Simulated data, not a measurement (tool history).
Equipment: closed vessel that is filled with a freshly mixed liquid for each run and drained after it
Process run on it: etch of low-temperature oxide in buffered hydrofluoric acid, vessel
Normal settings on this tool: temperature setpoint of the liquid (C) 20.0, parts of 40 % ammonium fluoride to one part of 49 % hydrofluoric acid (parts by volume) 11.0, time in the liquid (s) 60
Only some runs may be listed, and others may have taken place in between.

| run | hour | temperature setpoint of the liquid (C) | parts of 40 % ammonium fluoride to one part of 49 % hydrofluoric acid (parts by volume) | time in the liquid (s) | read-back film thickness of the low-temperature oxide reference wafer, read on the same gauge (nm) | thickness taken off the low-temperature oxide on a monitor wafer (nm) |
|---|---|---|---|---|---|---|
| 1 | 0.0 | 17.5 | 11.0 | 85 | 140.01 | 280.49 |
| 2 | 52.0 | 20.0 | 13.0 | 60 | 139.98 | 192.62 |
| 3 | 101.6 | 20.0 | 9.5 | 60 | 139.99 | 257.27 |
| 4 | 156.6 | 20.0 | 9.5 | 60 | 139.97 | 259.43 |
| 5 | 260.0 | 17.0 | 11.0 | 60 | 140.01 | 199.29 |
| 6 | 363.2 | 17.0 | 11.0 | 60 | 140.01 | 197.85 |
| 7 | 443.5 | 17.0 | 11.0 | 60 | 140.02 | 204.64 |
| 8 | 507.1 | 20.0 | 11.0 | 60 | 139.98 | 241.14 |
|  | 518.0 | hydrofluoric acid flow meter replaced |
| 9 | 586.8 | 20.0 | 11.0 | 60 | 140.00 | 219.00 |
| 10 | 693.8 | 23.0 | 12.5 | 60 | 139.97 | 234.25 |
| 11 | 743.0 | 20.0 | 11.0 | 60 | 140.00 | 227.34 |
|  | 794.2 | thermometer replaced |
| 12 | 801.4 | 20.0 | 11.0 | 60 | 140.00 | 211.86 |
| 13 | 891.3 | 20.0 | 11.0 | 75 | 139.99 | 267.44 |
| 14 | 955.1 | 23.0 | 13.5 | 30 | 139.99 | 103.65 |
| 15 | 1035.6 | 20.0 | 11.0 | 60 | 139.96 | 220.29 |
| 16 | 1088.3 | 20.0 | 11.0 | 60 | 139.99 | 226.93 |
| 17 | 1153.9 | 22.5 | 8.5 | 60 | 139.99 | 325.67 |
| 18 | 1253.8 | 20.0 | 11.0 | 60 | 139.97 | 227.93 |
|  | 1272.8 | gauge calibrated |
| 19 | 1332.5 | 18.0 | 11.0 | 35 | 139.99 | 118.65 |
|  | 1392.4 | hydrofluoric acid flow meter replaced |
| 20 | 1406.7 | 17.0 | 11.0 | 35 | 140.02 | 102.84 |
| 21 | 1469.0 | 17.0 | 13.0 | 40 | 140.02 | 99.59 |
| 22 | 1514.9 | 18.0 | 13.0 | 60 | 139.99 | 161.86 |
| 23 | 1556.9 | 20.0 | 14.5 | 60 | 139.97 | 159.88 |
| 24 | 1650.2 | 23.5 | 15.0 | 85 | 139.98 | 277.49 |
| 25 | 1737.7 | 18.0 | 13.5 | 35 | 140.04 | 92.74 |
| 26 | 1778.4 | 23.0 | 14.0 | 60 | 140.00 | 206.02 |
| 27 | 1842.9 | 20.0 | 11.0 | 60 | 140.03 | 223.15 |
| 28 | 2089.8 | 17.5 | 14.0 | 40 | 139.99 | 105.28 |
| 29 | 2176.2 | 20.0 | 8.0 | 50 | 140.01 | 267.72 |
| 30 | 2221.8 | 24.0 | 8.5 | 90 | 140.00 | 553.09 |
|  | 2227.4 | hydrofluoric acid flow meter replaced |
| 31 | 2312.1 | 18.0 | 15.0 | 75 | 139.99 | 177.58 |
| 32 | 2410.4 | 18.0 | 7.5 | 60 | 140.02 | 279.24 |
| 33 | 2451.1 | 22.0 | 7.0 | 40 | 140.00 | 248.88 |

List, for all runs, the conditions of the tool that the log does not record:
gauge reads high (%): 0 across all the runs
H1: liquid hotter than its thermometer reads (K)
H2: hydrofluoric acid flow above the setpoint (%)
| run | H1 | H2 |
|---|---|---|
| 1 | 0.904 | 6.17 |
| 2 | 0.933 | 6.89 |
| 3 | 0.96 | 7.58 |
| 4 | 0.991 | 8.35 |
| 5 | 1.05 | 9.79 |
| 6 | 1.11 | 11.2 |
| 7 | 1.15 | 12.3 |
| 8 | 1.18 | 13.2 |
| 9 | 1.23 | 1.91 |
| 10 | 1.29 | 3.4 |
| 11 | 1.32 | 4.09 |
| 12 | 0.0659 | 4.9 |
| 13 | 0.116 | 6.15 |
| 14 | 0.151 | 7.04 |
| 15 | 0.196 | 8.16 |
| 16 | 0.225 | 8.89 |
| 17 | 0.261 | 9.8 |
| 18 | 0.317 | 11.2 |
| 19 | 0.361 | 12.3 |
| 20 | 0.402 | 0.723 |
| 21 | 0.436 | 1.59 |
| 22 | 0.462 | 2.23 |
| 23 | 0.485 | 2.81 |
| 24 | 0.537 | 4.11 |
| 25 | 0.585 | 5.33 |
| 26 | 0.608 | 5.89 |
| 27 | 0.644 | 6.79 |
| 28 | 0.781 | 10.2 |
| 29 | 0.828 | 11.4 |
| 30 | 0.854 | 12.1 |
| 31 | 0.904 | 1.19 |
| 32 | 0.958 | 2.56 |
| 33 | 0.981 | 3.12 |
